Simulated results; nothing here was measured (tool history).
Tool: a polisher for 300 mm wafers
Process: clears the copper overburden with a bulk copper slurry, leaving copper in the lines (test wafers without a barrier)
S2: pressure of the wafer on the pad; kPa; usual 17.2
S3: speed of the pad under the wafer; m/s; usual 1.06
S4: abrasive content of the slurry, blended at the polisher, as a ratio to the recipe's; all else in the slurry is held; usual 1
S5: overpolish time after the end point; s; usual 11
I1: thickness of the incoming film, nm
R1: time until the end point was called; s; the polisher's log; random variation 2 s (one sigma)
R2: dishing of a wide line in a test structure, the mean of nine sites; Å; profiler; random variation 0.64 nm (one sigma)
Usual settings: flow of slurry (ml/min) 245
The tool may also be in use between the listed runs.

run 1 hour=0 | flow_of_slurry_(ml/min)=245 S2=17.2 S3=1.06 S4=1 S5=11 | I1=982.4 | R1=106.1 R2=604
-- hour=71.7 slurry blender recalibrated
run 2 hour=73.9 | flow_of_slurry_(ml/min)=245 S2=17.2 S3=1.06 S4=1 S5=11 | I1=984.7 | R1=113.9 R2=586
run 3 hour=152.1 | flow_of_slurry_(ml/min)=245 S2=17.2 S3=1.06 S4=1 S5=11 | I1=971.4 | R1=111 R2=574
-- hour=189.7 worn pad replaced by a new one
run 4 hour=197.3 | flow_of_slurry_(ml/min)=245 S2=17.2 S3=1.06 S4=1 S5=11 | I1=979.7 | R1=101.5 R2=615
-- hour=275.3 slurry blender recalibrated
run 5 hour=290.6 | flow_of_slurry_(ml/min)=245 S2=17.2 S3=1.06 S4=1 S5=11 | I1=976.7 | R1=112.2 R2=578
-- hour=311 slurry nozzle cleaned
run 6 hour=327.1 | flow_of_slurry_(ml/min)=245 S2=17.2 S3=1.06 S4=1 S5=11 | I1=987.4 | R1=110.3 R2=568
-- hour=348.4 head pressure recalibrated
-- hour=367 worn pad replaced by a new one
run 7 hour=416.9 | flow_of_slurry_(ml/min)=245 S2=17.2 S3=1.06 S4=1 S5=11 | I1=986.4 | R1=112 R2=585
-- hour=473 slurry blender recalibrated
run 8 hour=491 | flow_of_slurry_(ml/min)=245 S2=17.2 S3=1.06 S4=1 S5=11 | I1=992.3 | R1=115.1 R2=573
run 9 hour=527.3 | flow_of_slurry_(ml/min)=165 S2=17.2 S3=1.16 S4=0.85 S5=7 | I1=974.3 | R1=109.9 R2=400
-- hour=554.7 worn pad replaced by a new one
run 10 hour=585.6 | flow_of_slurry_(ml/min)=175 S2=13.8 S3=1.06 S4=1 S5=17 | I1=983.8 | R1=138 R2=663
-- hour=634.2 slurry blender recalibrated
run 11 hour=642.7 | flow_of_slurry_(ml/min)=245 S2=17.2 S3=1.06 S4=1.3 S5=11 | I1=988.5 | R1=113 R2=589
-- hour=732.8 worn pad replaced by a new one
run 12 hour=745.9 | flow_of_slurry_(ml/min)=220 S2=14.5 S3=1.16 S4=1 S5=15 | I1=987.1 | R1=115.3 R2=686
-- hour=796.9 slurry blender recalibrated
run 13 hour=799.9 | flow_of_slurry_(ml/min)=245 S2=17.2 S3=0.72 S4=1.15 S5=11 | I1=978.9 | R1=153.1 R2=444
run 14 hour=837.2 | flow_of_slurry_(ml/min)=245 S2=17.2 S3=1.06 S4=1 S5=11 | I1=972.5 | R1=109.3 R2=576
run 15 hour=876.6 | flow_of_slurry_(ml/min)=245 S2=17.2 S3=1.06 S4=0.75 S5=14 | I1=973.8 | R1=116.6 R2=660
-- hour=927 worn pad replaced by a new one
run 16 hour=941.1 | flow_of_slurry_(ml/min)=245 S2=20 S3=1.06 S4=0.9 S5=14 | I1=991.4 | R1=91.6 R2=814

The same runs without the tool's hidden state, with the same run-to-run variation:
The hidden state here: removal rate lost through wear of the pad, %; slurry flow missing at the pad, %; deviation of the head's pressure from its setpoint, %; abrasive missing from the slurry, %.
run=1 R1=104 R2=613
run=2 R1=105.4 R2=622
run=3 R1=100.8 R2=619
run=4 R1=100.4 R2=620
run=5 R1=104.2 R2=612
run=6 R1=101.6 R2=606
run=7 R1=106.6 R2=608
run=8 R1=106.4 R2=610
run=9 R1=100.9 R2=431
run=10 R1=130.9 R2=689
run=11 R1=103.5 R2=631
run=12 R1=112.4 R2=698
run=13 R1=143 R2=470
run=14 R1=100.6 R2=615
run=15 R1=106.4 R2=707
run=16 R1=89.7 R2=826
